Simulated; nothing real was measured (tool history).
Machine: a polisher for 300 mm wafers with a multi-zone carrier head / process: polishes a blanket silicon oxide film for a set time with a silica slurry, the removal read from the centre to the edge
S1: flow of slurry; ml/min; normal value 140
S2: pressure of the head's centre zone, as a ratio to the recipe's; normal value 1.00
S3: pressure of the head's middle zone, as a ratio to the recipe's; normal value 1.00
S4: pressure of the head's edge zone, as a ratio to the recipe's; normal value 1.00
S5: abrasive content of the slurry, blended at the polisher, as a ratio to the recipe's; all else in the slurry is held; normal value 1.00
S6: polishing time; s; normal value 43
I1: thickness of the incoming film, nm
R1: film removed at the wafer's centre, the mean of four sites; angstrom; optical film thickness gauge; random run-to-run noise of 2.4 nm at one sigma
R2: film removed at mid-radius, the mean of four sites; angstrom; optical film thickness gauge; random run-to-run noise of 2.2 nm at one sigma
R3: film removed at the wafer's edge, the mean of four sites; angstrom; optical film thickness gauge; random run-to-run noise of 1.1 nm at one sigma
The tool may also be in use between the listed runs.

run,hour,S1,S2,S3,S4,S5,S6,I1,R1,R2,R3
1,0.0,140,1.00,1.00,1.08,1.00,36,1282.3,1398,1426,1433
2,48.7,140,1.00,1.00,1.00,0.75,43,1289.8,1414,1409,1401
3,106.2,140,1.00,1.00,1.00,0.75,43,1292.1,1409,1430,1383
4,151.8,140,1.00,1.00,1.00,0.75,43,1279.0,1404,1411,1391
# hour 213.6: worn pad replaced by a new one
5,364.4,140,1.00,1.00,1.00,0.80,43,1300.9,1355,1360,1391
# hour 403.7: worn pad replaced by a new one
6,433.9,140,1.00,1.00,1.00,1.00,32,1271.6,1099,1100,1112
# hour 453.2: slurry nozzle cleaned
7,482.7,140,1.00,1.00,1.00,1.00,32,1276.6,1224,1247,1213
# hour 593.5: centre zone pressure recalibrated
8,597.3,140,1.00,1.00,1.00,1.00,43,1297.2,1624,1645,1625
9,643.9,140,1.00,1.00,1.00,1.00,43,1273.4,1597,1646,1616
# hour 654.0: worn pad replaced by a new one
10,669.5,140,1.00,1.00,1.00,1.00,43,1271.5,1610,1634,1619
# hour 702.5: edge zone pressure recalibrated
11,717.1,110,1.00,0.94,0.89,1.00,43,1289.9,1513,1431,1438
12,749.0,140,1.00,1.00,1.00,0.85,43,1287.3,1468,1506,1472
13,773.1,140,1.00,1.00,1.00,1.00,43,1289.5,1537,1606,1589
# hour 785.7: carrier head's membrane replaced by a new one
# hour 856.3: worn pad replaced by a new one
14,879.9,140,1.09,0.93,1.09,1.00,43,1265.8,1617,1476,1613
# hour 918.1: slurry nozzle cleaned
15,945.5,95,0.91,1.00,1.00,1.20,43,1301.3,1448,1566,1631
16,1005.2,140,1.07,1.00,1.00,1.25,43,1285.8,1943,1814,1809
17,1030.7,140,1.00,1.00,1.00,1.00,43,1295.5,1620,1644,1609
18,1100.6,140,0.90,1.04,1.00,1.00,43,1283.8,1472,1648,1627

Below are 4 alternative next runs, each starting from the tool's condition after run 18. Predict each:
A,1101.0,140,1.00,1.00,1.00,1.00,43,1296.1,?,?,?
B,1101.0,125,0.97,1.00,1.05,0.90,43,1296.1,?,?,?
C,1101.0,140,1.00,1.00,1.00,1.30,43,1296.1,?,?,?
D,1101.0,140,1.00,1.08,1.00,1.00,43,1296.1,?,?,?

run,R1,R2,R3
A,1634,1681,1603
B,1454,1549,1527
C,1834,1887,1800
D,1634,1759,1602
Without the tool's unlogged condition, the same runs would have read:
run,R1,R2,R3
A,1670,1714,1625
B,1491,1584,1550
C,1875,1924,1825
D,1671,1793,1624
